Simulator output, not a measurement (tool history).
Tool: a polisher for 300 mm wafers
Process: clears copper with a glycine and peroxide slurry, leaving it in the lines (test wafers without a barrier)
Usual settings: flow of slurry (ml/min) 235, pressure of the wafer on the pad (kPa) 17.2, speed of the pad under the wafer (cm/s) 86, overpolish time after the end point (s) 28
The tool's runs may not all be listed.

run   hour  flow of slurry (ml/min)  pressure of the wafer on the pad (kPa)  speed of the pad under the wafer (cm/s)  overpolish time after the end point (s)  wafers since the last listed run  wafers polished on this pad  hours since the slurry nozzle was cleaned  hours since the head pressure was calibrated  incoming thickness of the incoming film, nm  time until the end point was called (s)  dishing of a wide line in a test structure (nm)
  1      0                      280                                    17.2                                       86                                       28                                 0                          543                                        374                                          1331                                        456.1                                    134.4                                             74.7
       2.3  -- worn pad replaced by a new one
  2    7.2                      235                                    17.2                                       86                                       28                                44                           44                                      381.2                                        1338.2                                        456.9                                    131.5                                             75.8
  3   19.1                      235                                    22.1                                       86                                       28                               108                          152                                      393.1                                        1350.1                                        452.7                                    116.1                                             86.9
  4   36.7                      260                                    17.2                                       86                                       28                               160                          313                                      410.7                                        1367.7                                          455                                    133.3                                             74.2
  5   53.2                      235                                    13.1                                       86                                       28                               150                          463                                      427.2                                        1384.2                                        457.2                                    155.9                                             64.8
      64.4  -- worn pad replaced by a new one
  6   64.9                      235                                    13.1                                       86                                       28                                70                            4                                      438.9                                        1395.9                                        455.3                                    147.6                                               70
  7   70.3                      235                                    17.2                                       86                                       28                                49                           53                                      444.3                                        1401.3                                        453.4                                    130.1                                             75.8
  8   80.2                      235                                    17.2                                       86                                       28                                90                          143                                      454.2                                        1411.2                                        457.8                                    134.1                                             76.9
  9     92                      235                                    17.2                                       86                                       28                               107                          251                                        466                                          1423                                        453.3                                      135                                             75.3
 10    101                      235                                    17.2                                       86                                       28                                81                          333                                        475                                          1432                                        452.8                                    134.6                                               75
 11    114                      275                                    19.3                                      106                                       28                               118                          451                                        488                                          1445                                        452.2                                    107.6                                             90.8
     129.5  -- worn pad replaced by a new one
 12    130                      275                                    19.3                                      106                                       28                               109                            4                                        504                                          1461                                        456.9                                    105.7                                             91.3
 13  169.4                      275                                    19.3                                      106                                       28                               358                          362                                      543.4                                        1500.4                                        461.5                                    110.6                                               89
 14    185                      235                                    22.8                                       86                                       15                               142                          504                                        559                                          1516                                        461.5                                    124.8                                             48.2
     199.5  -- worn pad replaced by a new one
 15    200                      235                                      20                                       86                                       28                               100                            4                                        574                                          1531                                          455                                    124.9                                             79.4
     204.6  -- slurry nozzle cleaned
 16  207.5                      190                                    13.8                                       86                                       42                                59                           63                                        2.9                                        1538.5                                        461.2                                    144.7                                             98.2
     209.5  -- head pressure recalibrated
 17  219.3                      235                                    19.3                                       86                                       13                                89                          152                                       14.7                                           9.8                                        457.2                                    121.3                                               42
 18  228.4                      235                                    17.2                                       86                                       28                                82                          235                                       23.8                                          18.9                                        455.1                                    130.4                                             74.8
 19  244.5                      235                                    11.7                                       86                                       42                               146                          382                                       39.9                                            35                                        454.5                                    155.8                                             91.9
 20  260.3                      190                                    17.2                                      100                                       28                               143                          526                                       55.7                                          50.8                                        452.7                                    120.4                                             82.8
 21  267.9                      235                                    19.3                                       86                                       13                                69                          595                                       63.3                                          58.4                                        460.2                                      129                                             40.7

The same runs without the tool's hidden state, with the same run-to-run variation:
The hidden state here: removal rate lost through wear of the pad, %; slurry flow missing at the pad, %; deviation of the head's pressure from its setpoint, %.
run  time until the end point was called (s)  dishing of a wide line in a test structure (nm)
  1                                    124.2                                             79.6
  2                                    126.8                                             78.1
  3                                    110.8                                             90.2
  4                                    125.2                                               78
  5                                    143.8                                             69.3
  6                                    142.1                                             72.2
  7                                    124.6                                             78.5
  8                                    127.2                                             80.2
  9                                    126.6                                             79.4
 10                                      125                                             79.6
 11                                     99.1                                             96.7
 12                                    101.1                                             94.4
 13                                    101.6                                             94.9
 14                                    111.9                                             53.1
 15                                    116.2                                             84.1
 16                                    142.8                                             99.2
 17                                    118.6                                             42.8
 18                                    126.5                                             76.6
 19                                    149.2                                             94.9
 20                                    113.7                                             86.6
 21                                      121                                             43.1

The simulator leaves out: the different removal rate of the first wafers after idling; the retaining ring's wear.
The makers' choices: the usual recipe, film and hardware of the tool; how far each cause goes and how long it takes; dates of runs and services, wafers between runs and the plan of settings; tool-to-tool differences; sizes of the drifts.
